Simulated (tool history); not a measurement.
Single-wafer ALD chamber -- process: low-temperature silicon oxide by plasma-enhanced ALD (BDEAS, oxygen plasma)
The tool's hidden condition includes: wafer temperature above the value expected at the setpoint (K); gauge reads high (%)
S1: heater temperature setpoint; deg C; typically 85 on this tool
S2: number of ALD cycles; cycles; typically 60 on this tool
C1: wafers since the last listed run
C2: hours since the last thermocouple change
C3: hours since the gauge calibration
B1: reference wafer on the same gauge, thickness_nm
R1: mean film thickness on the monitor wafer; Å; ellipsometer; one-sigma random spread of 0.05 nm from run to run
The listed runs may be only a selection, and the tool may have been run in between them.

Run 1, day 0.000: usual settings; C1 0; C2 546.8; C3 2388.4; B1 9.092. Result: R1 91.56 Å.
Run 2, day 4.404: usual settings but S2 53 cycles; C1 622; C2 652.5; C3 2494.1; B1 9.095. Result: R1 81.10 Å.
Run 3, day 6.854: usual settings but S1 73 deg C; C1 346; C2 711.3; C3 2552.9; B1 9.108. Result: R1 96.13 Å.
Run 4, day 9.321: usual settings; C1 348; C2 770.5; C3 2612.1; B1 9.128. Result: R1 91.66 Å.
Run 5, day 12.654: usual settings; C1 471; C2 850.5; C3 2692.1; B1 9.079. Result: R1 91.02 Å.
Run 6, day 15.562: usual settings; C1 411; C2 920.3; C3 2761.9; B1 9.111. Result: R1 90.92 Å.
Run 7, day 25.012: usual settings but S1 90 deg C; C1 1335; C2 1147.1; C3 2988.7; B1 9.094. Result: R1 89.56 Å.
Run 8, day 26.617: usual settings but S1 90 deg C; C1 226; C2 1185.6; C3 3027.2; B1 9.095. Result: R1 90.46 Å.
Run 9, day 28.692: usual settings but S1 90 deg C; C1 293; C2 1235.4; C3 3077.0; B1 9.122. Result: R1 89.13 Å.
Run 10, day 30.196: usual settings but S1 90 deg C, S2 50 cycles; C1 212; C2 1271.5; C3 3113.1; B1 9.097. Result: R1 74.61 Å.
Run 11, day 32.425: usual settings but S1 90 deg C, S2 50 cycles; C1 315; C2 1325.0; C3 3166.6; B1 9.082. Result: R1 74.62 Å.
Run 12, day 34.288: usual settings; C1 263; C2 1369.7; C3 3211.3; B1 9.084. Result: R1 92.07 Å.
Run 13, day 37.808: usual settings; C1 497; C2 1454.2; C3 3295.8; B1 9.093. Result: R1 90.82 Å.
Run 14, day 41.688: usual settings; C1 548; C2 1547.3; C3 3388.9; B1 9.104. Result: R1 91.55 Å.
Run 15, day 44.642: usual settings but S2 57 cycles; C1 417; C2 1618.2; C3 3459.8; B1 9.103. Result: R1 86.00 Å.
At day 45.258: thermocouple changed; heater temperature recalibrated.
Run 16, day 48.162: usual settings but S2 57 cycles; C1 450; C2 69.7; C3 3544.3; B1 9.110. Result: R1 86.65 Å.
Run 17, day 51.617: usual settings but S2 57 cycles; C1 488; C2 152.6; C3 3627.2; B1 9.077. Result: R1 87.80 Å.
Run 18, day 54.875: usual settings but S1 80 deg C; C1 460; C2 230.8; C3 3705.4; B1 9.111. Result: R1 93.41 Å.
At day 62.308: gauge calibrated.
Run 19, day 65.212: usual settings; C1 1460; C2 478.9; C3 69.7; B1 9.080. Result: R1 91.45 Å.
Run 20, day 67.042: usual settings; C1 258; C2 522.8; C3 113.6; B1 9.099. Result: R1 91.25 Å.
Run 21, day 79.683: usual settings; C1 1786; C2 826.2; C3 417.0; B1 9.098. Result: R1 91.22 Å.
Run 22, day 82.158: usual settings but S2 56 cycles; C1 349; C2 885.6; C3 476.4; B1 9.108. Result: R1 84.31 Å.
Run 23, day 86.238: usual settings; C1 576; C2 983.5; C3 574.3; B1 9.113. Result: R1 91.20 Å.
Run 24, day 89.767: usual settings; C1 498; C2 1068.2; C3 659.0; B1 9.102. Result: R1 91.90 Å.
Run 25, day 91.279: usual settings but S1 74 deg C, S2 50 cycles; C1 213; C2 1104.5; C3 695.3; B1 9.111. Result: R1 79.06 Å.
Run 26, day 94.762: usual settings but S1 90 deg C, S2 50 cycles; C1 492; C2 1188.1; C3 778.9; B1 9.090. Result: R1 75.67 Å.
Run 27, day 97.988: usual settings but S2 51 cycles; C1 455; C2 1265.5; C3 856.3; B1 9.081. Result: R1 77.28 Å.
Run 28, day 100.042: usual settings; C1 290; C2 1314.8; C3 905.6; B1 9.088. Result: R1 92.46 Å.
Run 29, day 103.288: usual settings; C1 458; C2 1392.7; C3 983.5; B1 9.102. Result: R1 92.46 Å.
Run 30, day 106.267: usual settings but S1 93 deg C; C1 421; C2 1464.2; C3 1055.0; B1 9.099. Result: R1 89.15 Å.
Run 31, day 108.525: usual settings but S1 75 deg C, S2 50 cycles; C1 319; C2 1518.4; C3 1109.2; B1 9.093. Result: R1 78.81 Å.
Run 32, day 111.829: usual settings but S1 95 deg C, S2 67 cycles; C1 466; C2 1597.7; C3 1188.5; B1 9.083. Result: R1 98.06 Å.
At day 113.296: thermocouple changed; heater temperature recalibrated.
Run 33, day 115.892: usual settings but S2 52 cycles; C1 527; C2 62.3; C3 1286.0; B1 9.109. Result: R1 80.43 Å.
Run 34, day 119.304: usual settings; C1 482; C2 144.2; C3 1367.9; B1 9.093. Result: R1 91.76 Å.
Run 35, day 122.821: usual settings; C1 496; C2 228.6; C3 1452.3; B1 9.102. Result: R1 91.82 Å.
Run 36, day 128.658: usual settings but S1 72 deg C, S2 69 cycles; C1 824; C2 368.7; C3 1592.4; B1 9.101. Result: R1 110.65 Å.
Run 37, day 130.996: usual settings but S1 98 deg C, S2 68 cycles; C1 330; C2 424.8; C3 1648.5; B1 9.099. Result: R1 99.01 Å.
Run 38, day 132.767: usual settings but S1 89 deg C, S2 56 cycles; C1 250; C2 467.3; C3 1691.0; B1 9.078. Result: R1 84.16 Å.
Run 39, day 135.067: usual settings but S1 92 deg C; C1 325; C2 522.5; C3 1746.2; B1 9.117. Result: R1 89.68 Å.
Run 40, day 139.133: usual settings; C1 574; C2 620.1; C3 1843.8; B1 9.096. Result: R1 91.21 Å.
Run 41, day 142.358: usual settings but S1 99 deg C, S2 66 cycles; C1 455; C2 697.5; C3 1921.2; B1 9.104. Result: R1 96.16 Å.
Run 42, day 146.688: usual settings but S1 89 deg C, S2 71 cycles; C1 611; C2 801.4; C3 2025.1; B1 9.112. Result: R1 106.00 Å.
Run 43, day 149.471: usual settings but S2 48 cycles; C1 393; C2 868.2; C3 2091.9; B1 9.098. Result: R1 73.21 Å.
Run 44, day 152.779: usual settings but S1 74 deg C; C1 467; C2 947.6; C3 2171.3; B1 9.110. Result: R1 96.30 Å.

Here are 3 independent what-if runs from the current tool condition. What would each one return?
Run A, day 152.800: usual settings but S1 96 deg C; C1 2; C2 948.1; C3 2171.8; B1 ?. Result: R1 ?.
Run B, day 152.800: usual settings but S2 55 cycles; C1 2; C2 948.1; C3 2171.8; B1 ?. Result: R1 ?.
Run C, day 152.800: usual settings but S1 98 deg C; C1 2; C2 948.1; C3 2171.8; B1 ?. Result: R1 ?.

run     B1     R1
  A  9.084  87.04
  B  9.084  83.37
  C  9.084  86.33
Had the tool no hidden state, the same runs would have come out as:
run     R1
  A  87.04
  B  83.37
  C  86.33
